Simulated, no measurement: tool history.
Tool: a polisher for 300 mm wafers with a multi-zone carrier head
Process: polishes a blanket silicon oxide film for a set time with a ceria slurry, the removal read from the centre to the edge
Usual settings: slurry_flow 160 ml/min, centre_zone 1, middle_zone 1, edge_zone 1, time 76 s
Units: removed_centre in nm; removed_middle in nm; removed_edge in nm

run,hour,slurry_flow,centre_zone,middle_zone,edge_zone,time,"incoming thickness of the incoming film, nm",removed_centre,removed_middle,removed_edge
1,0,160,1,0.92,1,76,1516.8,367.2,345.3,370.9
2,46.4,160,1,0.92,1,76,1467.9,367.1,340.5,371.9
3,92.6,160,1,1,1,76,1496.2,357.5,363.3,362.6
4,160.5,200,1.09,1,0.89,58,1489.6,307.7,282.7,270.4
# hour 215.5: slurry nozzle cleaned
5,255.5,160,1,1,1,76,1520.9,362.8,359.7,358.2
6,347.5,160,0.9,1.11,1.08,76,1516.9,322.4,386.3,363.7
7,425,160,0.97,1.05,0.92,76,1502.9,335,364.3,340.3
8,471,215,1,1.09,1,61,1505.1,293.4,317.1,287.4
# hour 511.5: carrier head's membrane replaced by a new one
9,552.1,160,1,1.05,1.11,76,1473.3,346.7,367.5,356.4
# hour 572.2: worn pad replaced by a new one
10,629.2,180,1.07,1.05,0.92,76,1512.4,398.4,392.3,363.1
11,728.8,160,0.9,1.04,1,76,1493.6,326.3,376.2,358.1
# hour 762.1: centre zone pressure recalibrated
12,827.6,160,1,1,1,76,1488.5,356.6,355.4,355.6
# hour 887.4: edge zone pressure recalibrated
13,902.4,160,1,1,1,76,1516,349.3,353.5,361.6
# hour 933.8: slurry nozzle cleaned
14,1009.7,185,1.06,1,1,76,1495.9,379.5,370.7,356.3
15,1097.2,160,0.92,1,1,76,1496.2,315.4,352.4,343.3
# hour 1155.9: worn pad replaced by a new one
16,1196.6,160,1.1,0.89,0.97,76,1516.2,400.9,339.6,364.2
17,1247.3,200,0.96,1,1.1,76,1509.8,376.8,385.6,387.4
18,1360.4,160,0.92,1,0.89,59,1504.3,257.2,283.7,266.8
19,1411.7,160,1.11,1,1.07,68,1482.5,349,323.8,332
20,1477.4,160,1,1,1,76,1517.6,354.9,362.8,361.6
# hour 1545.1: centre zone pressure recalibrated
21,1555.9,120,1,1,1.04,76,1475.8,328.2,332.2,349.5

Forecast each of these 5 alternatives for the next run:
A,1556.3,160,0.93,1,1,76,1492.5,?,?,?
B,1556.3,160,0.96,1,1,98,1492.5,?,?,?
C,1556.3,160,0.88,1,1.09,91,1492.5,?,?,?
D,1556.3,160,0.94,0.9,0.89,76,1492.5,?,?,?
E,1556.3,160,1,1,0.92,94,1492.5,?,?,?

run,removed_centre,removed_middle,removed_edge
A,328.5,352.8,352.3
B,435.7,454.8,454.3
C,374.6,422.4,437.3
D,331.4,323,336.9
E,433.4,436.2,421.4
Without the tool's hidden state the same runs would have given:
run,removed_centre,removed_middle,removed_edge
A,344.8,370.2,369.7
B,457.3,477.3,476.7
C,393.2,443.3,458.9
D,347.8,339,353.5
E,454.8,457.8,442.3

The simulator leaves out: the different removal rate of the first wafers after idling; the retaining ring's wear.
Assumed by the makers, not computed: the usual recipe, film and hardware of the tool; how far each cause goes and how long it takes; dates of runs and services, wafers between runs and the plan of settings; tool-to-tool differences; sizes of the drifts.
